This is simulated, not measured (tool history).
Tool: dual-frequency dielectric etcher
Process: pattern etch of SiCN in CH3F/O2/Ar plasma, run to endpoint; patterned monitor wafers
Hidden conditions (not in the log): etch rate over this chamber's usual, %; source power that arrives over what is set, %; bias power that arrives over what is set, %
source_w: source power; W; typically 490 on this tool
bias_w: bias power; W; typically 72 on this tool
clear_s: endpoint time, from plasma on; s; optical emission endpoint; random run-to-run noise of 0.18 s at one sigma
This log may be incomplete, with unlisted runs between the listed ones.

run   hour  source_w  bias_w  wafers since the last listed run  hours since the last wet clean  hours since the last source power generator calibration  hours since the last bias power generator calibration  hours since the last upper electrode change  incoming incoming film thickness, nm  clear_s
  1    0.0       490      85                                 0                           343.9                                                   1442.9                                                 2975.5                                       2322.5                                 11.27     24.2
  2   23.4       490      72                               184                           367.3                                                   1466.3                                                 2998.9                                       2345.9                                 11.22     25.9
  3   37.8       490      72                               113                           381.7                                                   1480.7                                                 3013.3                                       2360.3                                 11.25     26.5
  4   69.4       490      72                               249                           413.3                                                   1512.3                                                 3044.9                                       2391.9                                 11.29     26.4
  5  103.5       490      72                               269                           447.4                                                   1546.4                                                 3079.0                                       2426.0                                 11.19     26.4
  6  120.8       490      80                               136                           464.7                                                   1563.7                                                 3096.3                                       2443.3                                 11.26     25.2
  7  156.7       490      80                               283                           500.6                                                   1599.6                                                 3132.2                                       2479.2                                 11.38     25.8
     196.9  -- wet clean of the chamber
  8  197.4       490      72                               131                             0.5                                                   1640.3                                                 3172.9                                       2519.9                                 11.22     25.5
  9  201.6       490      72                                33                             4.7                                                   1644.5                                                 3177.1                                       2524.1                                 11.26     25.6
     255.8  -- source power generator calibrated
 10  285.2       490      72                               628                            88.3                                                     29.4                                                 3260.7                                       2607.7                                 11.41     26.1
 11  310.8       490      72                               202                           113.9                                                     55.0                                                 3286.3                                       2633.3                                 11.09     25.5
 12  327.7       490      72                               133                           130.8                                                     71.9                                                 3303.2                                       2650.2                                 11.23     25.9
 13  361.4       490      72                               266                           164.5                                                    105.6                                                 3336.9                                       2683.9                                 11.27     26.3
 14  395.5       490      72                               269                           198.6                                                    139.7                                                 3371.0                                       2718.0                                 11.35     26.2
 15  412.6       490      72                               135                           215.7                                                    156.8                                                 3388.1                                       2735.1                                 11.32     26.3
 16  433.4       550      72                               164                           236.5                                                    177.6                                                 3408.9                                       2755.9                                 11.38     24.8
 17  456.7       490      67                               184                           259.8                                                    200.9                                                 3432.2                                       2779.2                                 11.24     26.9
 18  483.7       540      65                               213                           286.8                                                    227.9                                                 3459.2                                       2806.2                                 11.24     26.0
 19  511.9       430      87                               222                           315.0                                                    256.1                                                 3487.4                                       2834.4                                 11.29     25.9
 20  535.0       450      79                               182                           338.1                                                    279.2                                                 3510.5                                       2857.5                                 11.20     26.3

Forecast run 21:
     539.4  -- bias power generator calibrated
 21  624.0       490      72                               671                           427.1                                                    368.2                                                   84.6                                       2946.5                                 11.29        ?

Run 21 yielded clear_s 26.5 s.
If the tool had no hidden condition, the same run with the same run-to-run variation would have returned clear_s 25.3 s.
